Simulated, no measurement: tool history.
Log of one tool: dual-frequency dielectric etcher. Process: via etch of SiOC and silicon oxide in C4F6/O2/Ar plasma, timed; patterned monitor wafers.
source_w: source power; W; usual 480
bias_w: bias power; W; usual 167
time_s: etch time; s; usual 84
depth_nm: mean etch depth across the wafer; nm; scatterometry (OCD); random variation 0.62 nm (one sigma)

run	day	source_w	bias_w	time_s	wafers since the last listed run	hours since the last wet clean	hours since the last source power generator calibration	hours since the last bias power generator calibration	hours since the last upper electrode change	hours since the gauge calibration	read-back reference wafer on the same gauge, depth_nm	depth_nm
1	0	480	167	84	0	567.7	1174.3	3659	4836.7	806.9	107.9	97.9
# day 1.954: wet clean of the chamber
2	2.362	480	167	84	341	9.8	1231	3715.7	4893.4	863.6	107.2	97.7
3	3.612	480	167	70	313	39.8	1261	3745.7	4923.4	893.6	107.7	81.9
4	7.579	480	151	84	993	135	1356.2	3840.9	5018.6	988.8	107.7	96.9
5	10.358	480	151	84	696	201.7	1422.9	3907.6	5085.3	1055.5	107.7	96.1
# day 10.675: source power generator calibrated
6	12	480	151	84	369	241.1	31.8	3947	5124.7	1094.9	107.4	97.2
# day 12.108: gauge calibrated
7	13.488	480	167	90.5	372	276.8	67.5	3982.7	5160.4	33.1	107.4	108.1
# day 15.121: bias power generator calibrated
8	16.412	480	167	84	691	347	137.7	31	5230.6	103.3	107.5	100.3
9	18.642	480	167	84	558	400.5	191.2	84.5	5284.1	156.8	107.6	101.2
10	22.612	420	167	94	994	495.8	286.5	179.8	5379.4	252.1	107.8	106.4
# day 24.317: wet clean of the chamber
11	24.338	580	140	84	181	0.5	327.9	221.2	5420.8	293.5	107.5	104.4
12	25.879	550	137	84	386	37.5	364.9	258.2	5457.8	330.5	107.7	102.1
# day 27.996: source power generator calibrated, repeated, since the last time left the tool worse
13	28.146	480	167	84	526	91.9	3.6	312.6	5512.2	384.9	107.5	98.5
# day 32.558: upper electrode replaced
14	33.108	530	137	68.5	992	211	122.7	431.7	13.2	504	107.9	79.2
15	35.558	530	137	68.5	613	269.8	181.5	490.5	72	562.8	107.6	79.4
16	37.412	480	205	60	464	314.3	226	535	116.5	607.3	107.5	74
17	40.158	480	167	84	687	380.2	291.9	600.9	182.4	673.2	107.2	97.7
18	41.271	450	167	84	278	406.9	318.6	627.6	209.1	699.9	107.4	95
19	42.329	480	167	106	265	432.3	344	653	234.5	725.3	107.7	123.3
# day 43.996: wet clean of the chamber
20	44.017	560	167	63	172	0.5	384.5	693.5	275	765.8	107.7	78.4

Run 21 comes next. What will it give?
21	47.671	480	167	65.5	915	88.2	472.2	781.2	362.7	853.5	?	?

{"run 21": {"read-back reference wafer on the same gauge, depth_nm": 107.7, "depth_nm": 76.7}}
Without the tool's hidden state the same run would have given depth_nm 76.4 nm.
